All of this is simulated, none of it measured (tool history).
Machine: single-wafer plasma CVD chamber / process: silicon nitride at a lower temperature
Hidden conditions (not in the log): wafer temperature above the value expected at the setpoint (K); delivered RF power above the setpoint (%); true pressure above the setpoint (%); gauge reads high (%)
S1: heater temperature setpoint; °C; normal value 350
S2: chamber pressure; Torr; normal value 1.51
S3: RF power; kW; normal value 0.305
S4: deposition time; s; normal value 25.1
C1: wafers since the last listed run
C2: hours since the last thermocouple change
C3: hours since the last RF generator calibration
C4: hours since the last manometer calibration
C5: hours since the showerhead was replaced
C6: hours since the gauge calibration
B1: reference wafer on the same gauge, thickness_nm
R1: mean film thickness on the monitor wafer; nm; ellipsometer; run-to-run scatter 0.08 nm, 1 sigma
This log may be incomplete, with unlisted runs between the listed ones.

{"run": 1, "hour": 0.0, "S1": 350, "S2": 1.51, "S3": 0.305, "S4": 25.1, "C1": 0, "C2": 2476.6, "C3": 2088.7, "C4": 2282.1, "C5": 2602.1, "C6": 391.9, "B1": 27.878, "R1": 27.977}
{"run": 2, "hour": 20.1, "S1": 350, "S2": 1.51, "S3": 0.305, "S4": 25.1, "C1": 433, "C2": 2496.7, "C3": 2108.8, "C4": 2302.2, "C5": 2622.2, "C6": 412.0, "B1": 27.861, "R1": 28.166}
{"run": 3, "hour": 40.1, "S1": 350, "S2": 1.51, "S3": 0.305, "S4": 25.1, "C1": 431, "C2": 2516.7, "C3": 2128.8, "C4": 2322.2, "C5": 2642.2, "C6": 432.0, "B1": 27.881, "R1": 28.162}
{"run": 4, "hour": 60.7, "S1": 350, "S2": 1.51, "S3": 0.305, "S4": 25.1, "C1": 444, "C2": 2537.3, "C3": 2149.4, "C4": 2342.8, "C5": 2662.8, "C6": 452.6, "B1": 27.914, "R1": 27.909}
{"run": 5, "hour": 75.9, "S1": 350, "S2": 1.51, "S3": 0.305, "S4": 25.1, "C1": 327, "C2": 2552.5, "C3": 2164.6, "C4": 2358.0, "C5": 2678.0, "C6": 467.8, "B1": 27.891, "R1": 27.876}
{"run": 6, "hour": 149.3, "S1": 350, "S2": 1.51, "S3": 0.305, "S4": 25.1, "C1": 1582, "C2": 2625.9, "C3": 2238.0, "C4": 2431.4, "C5": 2751.4, "C6": 541.2, "B1": 27.93, "R1": 27.783}
{"run": 7, "hour": 177.1, "S1": 350, "S2": 1.51, "S3": 0.305, "S4": 25.1, "C1": 599, "C2": 2653.7, "C3": 2265.8, "C4": 2459.2, "C5": 2779.2, "C6": 569.0, "B1": 27.874, "R1": 27.82}
{"run": 8, "hour": 202.8, "S1": 350, "S2": 1.51, "S3": 0.305, "S4": 25.1, "C1": 554, "C2": 2679.4, "C3": 2291.5, "C4": 2484.9, "C5": 2804.9, "C6": 594.7, "B1": 27.878, "R1": 27.765}
{"run": 9, "hour": 228.6, "S1": 350, "S2": 1.51, "S3": 0.305, "S4": 25.1, "C1": 556, "C2": 2705.2, "C3": 2317.3, "C4": 2510.7, "C5": 2830.7, "C6": 620.5, "B1": 27.849, "R1": 27.775}
{"run": 10, "hour": 259.6, "S1": 350, "S2": 1.51, "S3": 0.305, "S4": 25.1, "C1": 668, "C2": 2736.2, "C3": 2348.3, "C4": 2541.7, "C5": 2861.7, "C6": 651.5, "B1": 27.888, "R1": 27.806}
{"hour": 287.7, "done": "gauge calibrated"}
{"run": 11, "hour": 287.9, "S1": 350, "S2": 1.51, "S3": 0.32, "S4": 25.1, "C1": 610, "C2": 2764.5, "C3": 2376.6, "C4": 2570.0, "C5": 2890.0, "C6": 0.2, "B1": 27.898, "R1": 28.396}
{"run": 12, "hour": 307.5, "S1": 350, "S2": 1.51, "S3": 0.32, "S4": 25.1, "C1": 422, "C2": 2784.1, "C3": 2396.2, "C4": 2589.6, "C5": 2909.6, "C6": 19.8, "B1": 27.898, "R1": 28.38}
{"hour": 330.6, "done": "RF generator calibrated"}
{"run": 13, "hour": 341.7, "S1": 350, "S2": 1.51, "S3": 0.305, "S4": 25.1, "C1": 564, "C2": 2818.3, "C3": 11.1, "C4": 2623.8, "C5": 2943.8, "C6": 54.0, "B1": 27.908, "R1": 29.345}
{"run": 14, "hour": 372.5, "S1": 362, "S2": 1.32, "S3": 0.355, "S4": 22.0, "C1": 663, "C2": 2849.1, "C3": 41.9, "C4": 2654.6, "C5": 2974.6, "C6": 84.8, "B1": 27.943, "R1": 26.554}
{"run": 15, "hour": 399.7, "S1": 350, "S2": 1.51, "S3": 0.305, "S4": 25.1, "C1": 586, "C2": 2876.3, "C3": 69.1, "C4": 2681.8, "C5": 3001.8, "C6": 112.0, "B1": 27.9, "R1": 29.253}
{"run": 16, "hour": 424.7, "S1": 363, "S2": 1.51, "S3": 0.305, "S4": 27.2, "C1": 538, "C2": 2901.3, "C3": 94.1, "C4": 2706.8, "C5": 3026.8, "C6": 137.0, "B1": 27.869, "R1": 31.443}
{"run": 17, "hour": 438.8, "S1": 350, "S2": 1.51, "S3": 0.305, "S4": 25.1, "C1": 303, "C2": 2915.4, "C3": 108.2, "C4": 2720.9, "C5": 3040.9, "C6": 151.1, "B1": 27.926, "R1": 29.265}
{"run": 18, "hour": 467.0, "S1": 350, "S2": 1.51, "S3": 0.305, "S4": 25.1, "C1": 607, "C2": 2943.6, "C3": 136.4, "C4": 2749.1, "C5": 3069.1, "C6": 179.3, "B1": 27.875, "R1": 29.186}
{"hour": 492.6, "done": "showerhead replaced"}
{"hour": 501.1, "done": "thermocouple changed; heater temperature recalibrated"}
{"run": 19, "hour": 501.6, "S1": 350, "S2": 1.78, "S3": 0.305, "S4": 25.1, "C1": 400, "C2": 0.5, "C3": 171.0, "C4": 2783.7, "C5": 9.0, "C6": 213.9, "B1": 27.886, "R1": 30.786}
{"run": 20, "hour": 517.2, "S1": 350, "S2": 1.51, "S3": 0.305, "S4": 25.1, "C1": 336, "C2": 16.1, "C3": 186.6, "C4": 2799.3, "C5": 24.6, "C6": 229.5, "B1": 27.889, "R1": 29.26}
{"hour": 529.8, "done": "capacitance manometer re-zeroed and calibrated"}
{"run": 21, "hour": 535.6, "S1": 350, "S2": 1.51, "S3": 0.305, "S4": 28.1, "C1": 224, "C2": 34.5, "C3": 205.0, "C4": 5.8, "C5": 43.0, "C6": 247.9, "B1": 27.89, "R1": 32.746}
{"run": 22, "hour": 561.1, "S1": 363, "S2": 1.51, "S3": 0.305, "S4": 27.2, "C1": 549, "C2": 60.0, "C3": 230.5, "C4": 31.3, "C5": 68.5, "C6": 273.4, "B1": 27.901, "R1": 31.617}
{"run": 23, "hour": 587.4, "S1": 350, "S2": 1.19, "S3": 0.305, "S4": 25.1, "C1": 566, "C2": 86.3, "C3": 256.8, "C4": 57.6, "C5": 94.8, "C6": 299.7, "B1": 27.922, "R1": 27.253}
{"run": 24, "hour": 606.5, "S1": 350, "S2": 1.25, "S3": 0.365, "S4": 25.1, "C1": 411, "C2": 105.4, "C3": 275.9, "C4": 76.7, "C5": 113.9, "C6": 318.8, "B1": 27.917, "R1": 30.454}
{"run": 25, "hour": 636.0, "S1": 365, "S2": 1.34, "S3": 0.32, "S4": 25.1, "C1": 635, "C2": 134.9, "C3": 305.4, "C4": 106.2, "C5": 143.4, "C6": 348.3, "B1": 27.858, "R1": 28.772}
{"run": 26, "hour": 662.6, "S1": 350, "S2": 1.51, "S3": 0.28, "S4": 25.1, "C1": 573, "C2": 161.5, "C3": 332.0, "C4": 132.8, "C5": 170.0, "C6": 374.9, "B1": 27.917, "R1": 27.793}

Alternative continuations, all from the tool just after run 26; predict every row:
{"run": "A", "hour": 663.0, "S1": 350, "S2": 1.51, "S3": 0.305, "S4": 25.1, "C1": 8, "C2": 161.9, "C3": 332.4, "C4": 133.2, "C5": 170.4, "C6": 375.3, "B1": "?", "R1": "?"}
{"run": "B", "hour": 663.0, "S1": 350, "S2": 1.51, "S3": 0.285, "S4": 20.9, "C1": 8, "C2": 161.9, "C3": 332.4, "C4": 133.2, "C5": 170.4, "C6": 375.3, "B1": "?", "R1": "?"}
{"run": "C", "hour": 663.0, "S1": 346, "S2": 1.3, "S3": 0.275, "S4": 29.3, "C1": 8, "C2": 161.9, "C3": 332.4, "C4": 133.2, "C5": 170.4, "C6": 375.3, "B1": "?", "R1": "?"}
{"run": "D", "hour": 663.0, "S1": 357, "S2": 1.87, "S3": 0.365, "S4": 27.0, "C1": 8, "C2": 161.9, "C3": 332.4, "C4": 133.2, "C5": 170.4, "C6": 375.3, "B1": "?", "R1": "?"}
{"run": "E", "hour": 663.0, "S1": 358, "S2": 1.32, "S3": 0.305, "S4": 25.1, "C1": 8, "C2": 161.9, "C3": 332.4, "C4": 133.2, "C5": 170.4, "C6": 375.3, "B1": "?", "R1": "?"}

run=A B1=27.921 R1=29.150
run=B B1=27.921 R1=23.431
run=C B1=27.921 R1=30.914
run=D B1=27.921 R1=36.402
run=E B1=27.921 R1=27.960
The same runs, with their run-to-run variation unchanged, on a tool lacking any hidden condition would have given:
run=A R1=29.357
run=B R1=23.602
run=C R1=31.139
run=D R1=36.650
run=E R1=28.158
